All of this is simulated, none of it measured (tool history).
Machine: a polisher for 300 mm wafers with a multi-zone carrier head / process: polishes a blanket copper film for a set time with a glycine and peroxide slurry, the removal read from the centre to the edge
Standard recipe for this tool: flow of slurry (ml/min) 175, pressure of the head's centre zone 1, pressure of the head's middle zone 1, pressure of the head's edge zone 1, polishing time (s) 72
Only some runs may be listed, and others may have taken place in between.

run,hour,flow of slurry (ml/min),pressure of the head's centre zone,pressure of the head's middle zone,pressure of the head's edge zone,polishing time (s),"incoming thickness of the incoming film, nm",film removed at the wafer's centre (Å),film removed at mid-radius (Å),film removed at the wafer's edge (Å)
1,0,175,1,1,1,72,1108.3,2725,2678,2778
2,15.3,175,1,1,1,72,1127.2,2692,2704,2679
3,46.5,175,1,0.97,1,72,1133,2651,2527,2665
4,59.7,175,1,0.97,1,72,1134.1,2676,2535,2708
5,77.6,175,1,0.97,1,72,1132,2612,2609,2644
6,91.9,175,1,1,1,72,1137.1,2576,2573,2582
# hour 108.6: worn pad replaced by a new one
7,109.1,175,1,1,1,72,1117.9,2712,2771,2769
8,125.6,175,1,1,1,89,1146.5,3343,3379,3450
9,137,175,1,1,1,72,1132.6,2688,2706,2764
10,154.9,175,1,1,1,72,1134.6,2686,2689,2725
11,168.3,175,1,1,1,72,1129,2669,2789,2721
12,175.3,140,1,1,1,87,1110.5,3068,3169,3198
13,192.8,175,1.04,1.08,0.96,95,1146.4,3660,3728,3505
# hour 203.4: centre zone pressure recalibrated
14,204.5,175,1,1,1,72,1125.5,2661,2667,2662
# hour 212.5: worn pad replaced by a new one
# hour 216.8: slurry nozzle cleaned
15,221.8,175,1,1,1,72,1139.5,2684,2690,2753
16,239.4,175,1.09,1,1,79,1129.3,3233,2996,3048
17,255.3,175,1,1,0.92,50,1134.8,1871,1904,1834
18,261.6,175,1.05,0.92,0.91,72,1122.2,2809,2539,2659
# hour 264.6: edge zone pressure recalibrated
# hour 273.9: carrier head's membrane replaced by a new one
19,276.3,175,1,1,1,72,1120.7,2666,2722,2691
20,288.6,140,1,1,1.12,83,1132.4,2935,2961,3148
21,330.9,175,1,1,1.07,96,1121.5,3460,3533,3491
# hour 338.3: worn pad replaced by a new one
22,343.1,230,1,0.95,1,95,1137.6,3755,3625,3758
23,358.3,175,1,0.92,1,62,1112.4,2354,2204,2402

Forecast each of these 3 alternatives for the next run:
A,358.7,175,1,1,1,72,1135.3,?,?,?
B,358.7,175,1,0.96,1,88,1135.3,?,?,?
C,358.7,230,1,1,1,52,1135.3,?,?,?

run,film removed at the wafer's centre (Å),film removed at mid-radius (Å),film removed at the wafer's edge (Å)
A,2712,2711,2719
B,3313,3201,3325
C,2049,2039,2023
What these runs would have given with no unlogged condition in the tool:
run,film removed at the wafer's centre (Å),film removed at mid-radius (Å),film removed at the wafer's edge (Å)
A,2722,2721,2729
B,3325,3213,3337
C,2057,2046,2031
